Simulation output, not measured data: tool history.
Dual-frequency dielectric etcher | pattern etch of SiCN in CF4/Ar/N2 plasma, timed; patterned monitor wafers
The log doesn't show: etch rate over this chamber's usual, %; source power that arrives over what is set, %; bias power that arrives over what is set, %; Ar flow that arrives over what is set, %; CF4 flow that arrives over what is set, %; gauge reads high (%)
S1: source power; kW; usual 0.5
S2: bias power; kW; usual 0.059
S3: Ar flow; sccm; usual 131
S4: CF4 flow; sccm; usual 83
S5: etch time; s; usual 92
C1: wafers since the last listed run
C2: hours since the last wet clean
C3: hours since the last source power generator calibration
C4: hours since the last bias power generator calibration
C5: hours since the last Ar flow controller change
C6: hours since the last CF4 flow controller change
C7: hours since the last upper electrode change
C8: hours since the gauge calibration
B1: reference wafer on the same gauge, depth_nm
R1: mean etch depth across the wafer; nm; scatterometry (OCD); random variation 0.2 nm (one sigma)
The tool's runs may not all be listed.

{"run": 1, "hour": 0.0, "S1": 0.54, "S2": 0.059, "S3": 131, "S4": 83, "S5": 92, "C1": 0, "C2": 350.6, "C3": 2044.4, "C4": 0.5, "C5": 1971, "C6": 34.1, "C7": 2033, "C8": 1598.2, "B1": 87.7, "R1": 102.3}
{"run": 2, "hour": 90.3, "S1": 0.5, "S2": 0.059, "S3": 131, "S4": 83, "S5": 92, "C1": 583, "C2": 440.9, "C3": 2134.7, "C4": 90.8, "C5": 2061.3, "C6": 124.4, "C7": 2123.3, "C8": 1688.5, "B1": 87.8, "R1": 94}
{"hour": 150.3, "done": "wet clean of the chamber"}
{"run": 3, "hour": 150.8, "S1": 0.5, "S2": 0.059, "S3": 131, "S4": 83, "S5": 92, "C1": 235, "C2": 0.5, "C3": 2195.2, "C4": 151.3, "C5": 2121.8, "C6": 184.9, "C7": 2183.8, "C8": 1749, "B1": 87.7, "R1": 94.3}
{"hour": 212.6, "done": "upper electrode replaced"}
{"run": 4, "hour": 231.9, "S1": 0.5, "S2": 0.059, "S3": 131, "S4": 77, "S5": 92, "C1": 368, "C2": 81.6, "C3": 2276.3, "C4": 232.4, "C5": 2202.9, "C6": 266, "C7": 19.3, "C8": 1830.1, "B1": 87.8, "R1": 93.5}
{"run": 5, "hour": 290.2, "S1": 0.4, "S2": 0.068, "S3": 158, "S4": 83, "S5": 114.5, "C1": 376, "C2": 139.9, "C3": 2334.6, "C4": 290.7, "C5": 2261.2, "C6": 324.3, "C7": 77.6, "C8": 1888.4, "B1": 87.8, "R1": 97.4}
{"run": 6, "hour": 375.8, "S1": 0.54, "S2": 0.07, "S3": 99, "S4": 83, "S5": 73, "C1": 552, "C2": 225.5, "C3": 2420.2, "C4": 376.3, "C5": 2346.8, "C6": 409.9, "C7": 163.2, "C8": 1974, "B1": 87.7, "R1": 91.4}
{"hour": 417.9, "done": "source power generator calibrated"}
{"hour": 445.9, "done": "gauge calibrated"}
{"run": 7, "hour": 478.1, "S1": 0.5, "S2": 0.059, "S3": 131, "S4": 83, "S5": 92, "C1": 634, "C2": 327.8, "C3": 60.2, "C4": 478.6, "C5": 2449.1, "C6": 512.2, "C7": 265.5, "C8": 32.2, "B1": 86, "R1": 92.7}
{"run": 8, "hour": 533.1, "S1": 0.5, "S2": 0.048, "S3": 131, "S4": 83, "S5": 82.5, "C1": 355, "C2": 382.8, "C3": 115.2, "C4": 533.6, "C5": 2504.1, "C6": 567.2, "C7": 320.5, "C8": 87.2, "B1": 86.2, "R1": 74.3}
{"hour": 581.8, "done": "wet clean of the chamber"}
{"run": 9, "hour": 636.5, "S1": 0.5, "S2": 0.059, "S3": 109, "S4": 100, "S5": 111, "C1": 512, "C2": 54.7, "C3": 218.6, "C4": 637, "C5": 2607.5, "C6": 670.6, "C7": 423.9, "C8": 190.6, "B1": 86.5, "R1": 117.8}
{"run": 10, "hour": 712.3, "S1": 0.6, "S2": 0.059, "S3": 131, "S4": 83, "S5": 92, "C1": 489, "C2": 130.5, "C3": 294.4, "C4": 712.8, "C5": 2683.3, "C6": 746.4, "C7": 499.7, "C8": 266.4, "B1": 86.6, "R1": 112.7}
{"run": 11, "hour": 790.1, "S1": 0.5, "S2": 0.059, "S3": 131, "S4": 83, "S5": 83.5, "C1": 502, "C2": 208.3, "C3": 372.2, "C4": 790.6, "C5": 2761.1, "C6": 824.2, "C7": 577.5, "C8": 344.2, "B1": 86.9, "R1": 84.9}
{"hour": 799.9, "done": "Ar flow controller replaced"}
{"run": 12, "hour": 917.9, "S1": 0.5, "S2": 0.059, "S3": 147, "S4": 77, "S5": 92, "C1": 786, "C2": 336.1, "C3": 500, "C4": 918.4, "C5": 118, "C6": 952, "C7": 705.3, "C8": 472, "B1": 87.1, "R1": 91.5}
{"run": 13, "hour": 1002.4, "S1": 0.47, "S2": 0.059, "S3": 131, "S4": 83, "S5": 92, "C1": 545, "C2": 420.6, "C3": 584.5, "C4": 1002.9, "C5": 202.5, "C6": 1036.5, "C7": 789.8, "C8": 556.5, "B1": 87.3, "R1": 88.1}
{"run": 14, "hour": 1081.2, "S1": 0.5, "S2": 0.059, "S3": 131, "S4": 83, "S5": 92, "C1": 508, "C2": 499.4, "C3": 663.3, "C4": 1081.7, "C5": 281.3, "C6": 1115.3, "C7": 868.6, "C8": 635.3, "B1": 87.3, "R1": 93.8}
{"hour": 1143.2, "done": "wet clean of the chamber"}
{"run": 15, "hour": 1186.3, "S1": 0.5, "S2": 0.059, "S3": 131, "S4": 83, "S5": 92, "C1": 523, "C2": 43.1, "C3": 768.4, "C4": 1186.8, "C5": 386.4, "C6": 1220.4, "C7": 973.7, "C8": 740.4, "B1": 87.4, "R1": 94.3}
{"run": 16, "hour": 1223.8, "S1": 0.5, "S2": 0.059, "S3": 113, "S4": 95, "S5": 92, "C1": 242, "C2": 80.6, "C3": 805.9, "C4": 1224.3, "C5": 423.9, "C6": 1257.9, "C7": 1011.2, "C8": 777.9, "B1": 87.5, "R1": 97.4}
{"run": 17, "hour": 1331.6, "S1": 0.5, "S2": 0.059, "S3": 131, "S4": 83, "S5": 92, "C1": 696, "C2": 188.4, "C3": 913.7, "C4": 1332.1, "C5": 531.7, "C6": 1365.7, "C7": 1119, "C8": 885.7, "B1": 87.6, "R1": 94.5}
{"run": 18, "hour": 1435.8, "S1": 0.5, "S2": 0.059, "S3": 131, "S4": 83, "S5": 92, "C1": 673, "C2": 292.6, "C3": 1017.9, "C4": 1436.3, "C5": 635.9, "C6": 1469.9, "C7": 1223.2, "C8": 989.9, "B1": 87.7, "R1": 94.1}
{"run": 19, "hour": 1524.0, "S1": 0.5, "S2": 0.059, "S3": 131, "S4": 83, "S5": 92, "C1": 569, "C2": 380.8, "C3": 1106.1, "C4": 1524.5, "C5": 724.1, "C6": 1558.1, "C7": 1311.4, "C8": 1078.1, "B1": 87.7, "R1": 94.4}
{"run": 20, "hour": 1616.9, "S1": 0.5, "S2": 0.064, "S3": 131, "S4": 72, "S5": 74.5, "C1": 600, "C2": 473.7, "C3": 1199, "C4": 1617.4, "C5": 817, "C6": 1651, "C7": 1404.3, "C8": 1171, "B1": 87.7, "R1": 78.4}

5 ways to go on from here, each from the tool as it stands after run 20. What would each give?
{"run": "A", "hour": 1617.3, "S1": 0.5, "S2": 0.059, "S3": 131, "S4": 83, "S5": 92, "C1": 2, "C2": 474.1, "C3": 1199.4, "C4": 1617.8, "C5": 817.4, "C6": 1651.4, "C7": 1404.7, "C8": 1171.4, "B1": "?", "R1": "?"}
{"run": "B", "hour": 1617.3, "S1": 0.58, "S2": 0.072, "S3": 148, "S4": 83, "S5": 118.5, "C1": 2, "C2": 474.1, "C3": 1199.4, "C4": 1617.8, "C5": 817.4, "C6": 1651.4, "C7": 1404.7, "C8": 1171.4, "B1": "?", "R1": "?"}
{"run": "C", "hour": 1617.3, "S1": 0.42, "S2": 0.059, "S3": 131, "S4": 72, "S5": 92, "C1": 2, "C2": 474.1, "C3": 1199.4, "C4": 1617.8, "C5": 817.4, "C6": 1651.4, "C7": 1404.7, "C8": 1171.4, "B1": "?", "R1": "?"}
{"run": "D", "hour": 1617.3, "S1": 0.5, "S2": 0.059, "S3": 105, "S4": 83, "S5": 92, "C1": 2, "C2": 474.1, "C3": 1199.4, "C4": 1617.8, "C5": 817.4, "C6": 1651.4, "C7": 1404.7, "C8": 1171.4, "B1": "?", "R1": "?"}
{"run": "E", "hour": 1617.3, "S1": 0.5, "S2": 0.059, "S3": 163, "S4": 83, "S5": 92, "C1": 2, "C2": 474.1, "C3": 1199.4, "C4": 1617.8, "C5": 817.4, "C6": 1651.4, "C7": 1404.7, "C8": 1171.4, "B1": "?", "R1": "?"}

run=A B1=87.7 R1=94.5
run=B B1=87.7 R1=155.6
run=C B1=87.7 R1=76.6
run=D B1=87.7 R1=96.7
run=E B1=87.7 R1=92
Without the tool's hidden state the same runs would have given:
run=A R1=92.3
run=B R1=152
run=C R1=74.9
run=D R1=94.5
run=E R1=90

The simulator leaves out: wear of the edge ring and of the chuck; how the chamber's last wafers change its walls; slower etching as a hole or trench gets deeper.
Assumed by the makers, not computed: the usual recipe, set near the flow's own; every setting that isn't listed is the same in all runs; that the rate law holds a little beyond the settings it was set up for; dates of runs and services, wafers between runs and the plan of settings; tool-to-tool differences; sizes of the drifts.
